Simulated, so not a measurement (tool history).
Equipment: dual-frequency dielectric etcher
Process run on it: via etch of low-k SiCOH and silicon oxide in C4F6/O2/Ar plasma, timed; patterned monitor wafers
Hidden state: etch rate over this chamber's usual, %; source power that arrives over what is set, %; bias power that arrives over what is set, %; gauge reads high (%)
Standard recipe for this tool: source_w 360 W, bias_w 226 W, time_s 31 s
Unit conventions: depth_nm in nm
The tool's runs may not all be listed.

run,hour,source_w,bias_w,time_s,wafers since the last listed run,hours since the last wet clean,hours since the last source power generator calibration,hours since the last bias power generator calibration,hours since the last upper electrode change,hours since the gauge calibration,"read-back reference wafer on the same gauge, depth_nm",depth_nm
1,0,360,226,31,0,202.8,3218.7,3071.9,2353.5,847.2,69.9,79.9
2,69.7,360,188,31,1029,272.5,3288.4,3141.6,2423.2,916.9,69.8,72.9
3,221.4,360,226,31,2241,424.2,3440.1,3293.3,2574.9,1068.6,69.9,80
4,269.9,360,226,31,716,472.7,3488.6,3341.8,2623.4,1117.1,69.9,79.9
# hour 298.1: source power generator calibrated
# hour 327.1: wet clean of the chamber
5,336.1,360,226,29,564,9,38,3408,2689.6,1183.3,69.9,75.1
6,372.5,360,258,31,537,45.4,74.4,3444.4,2726,1219.7,69.9,85.2
7,402.8,360,258,31,447,75.7,104.7,3474.7,2756.3,1250,69.8,85.2
8,460.2,360,226,31,848,133.1,162.1,3532.1,2813.7,1307.4,69.9,80.1
9,520.7,360,226,31,893,193.6,222.6,3592.6,2874.2,1367.9,69.9,79.7
10,580.3,360,226,31,880,253.2,282.2,3652.2,2933.8,1427.5,69.9,80
11,616.1,360,226,31,528,289,318,3688,2969.6,1463.3,69.9,80.2
12,677.3,450,203,31,904,350.2,379.2,3749.2,3030.8,1524.5,69.9,83
# hour 708.6: gauge calibrated
13,738,390,279,35,896,410.9,439.9,3809.9,3091.5,29.4,69.9,104.2
14,781.8,390,196,22,647,454.7,483.7,3853.7,3135.3,73.2,69.9,54.6
15,806.1,360,226,31,359,479,508,3878,3159.6,97.5,69.9,79.6
# hour 832.1: wet clean of the chamber
# hour 880.8: upper electrode replaced, of another model than before
16,881.3,360,226,28.5,401,49.2,583.2,3953.2,0.5,172.7,70,73.1
17,925.3,360,226,31,650,93.2,627.2,3997.2,44.5,216.7,69.9,79.5
18,965.2,360,226,31,589,133.1,667.1,4037.1,84.4,256.6,69.9,79.5
19,1007.6,360,226,31,626,175.5,709.5,4079.5,126.8,299,69.9,78.9
# hour 1119.4: bias power generator calibrated
20,1197.3,360,175,31,2743,365.2,899.2,77.9,316.5,488.7,69.8,72.6
21,1267,360,226,31,1029,434.9,968.9,147.6,386.2,558.4,70,78.4
22,1294.3,400,205,26.5,403,462.2,996.2,174.9,413.5,585.7,69.9,69.1
23,1334.5,280,226,33.5,593,502.4,1036.4,215.1,453.7,625.9,69.9,73.1
24,1362.4,420,226,27.5,412,530.3,1064.3,243,481.6,653.8,70,75.2
# hour 1413.7: wet clean of the chamber
25,1426.5,360,226,28.5,592,12.8,1128.4,307.1,545.7,717.9,69.8,71.6
26,1469,320,189,31,627,55.3,1170.9,349.6,588.2,760.4,69.8,70.2
27,1498,450,175,25,428,84.3,1199.9,378.6,617.2,789.4,69.9,65.9
28,1532,320,226,31,502,118.3,1233.9,412.6,651.2,823.4,69.9,73.4
29,1590.3,410,205,36,861,176.6,1292.2,470.9,709.5,881.7,69.9,95.4
30,1618.6,420,186,39.5,418,204.9,1320.5,499.2,737.8,910,69.9,102.4

4 options for the next run, each taken on its own from the tool as it stands now. Forecast them:
A,1619,360,226,31,5,205.3,1320.9,499.6,738.2,910.4,?,?
B,1619,410,226,31,5,205.3,1320.9,499.6,738.2,910.4,?,?
C,1619,310,252,26.5,5,205.3,1320.9,499.6,738.2,910.4,?,?
D,1619,360,266,26.5,5,205.3,1320.9,499.6,738.2,910.4,?,?

run,"read-back reference wafer on the same gauge, depth_nm",depth_nm
A,69.9,78.4
B,69.9,83.8
C,69.9,63.8
D,69.9,70.3
What these runs would have given with no unlogged condition in the tool:
run,depth_nm
A,78
B,83.4
C,63.5
D,70
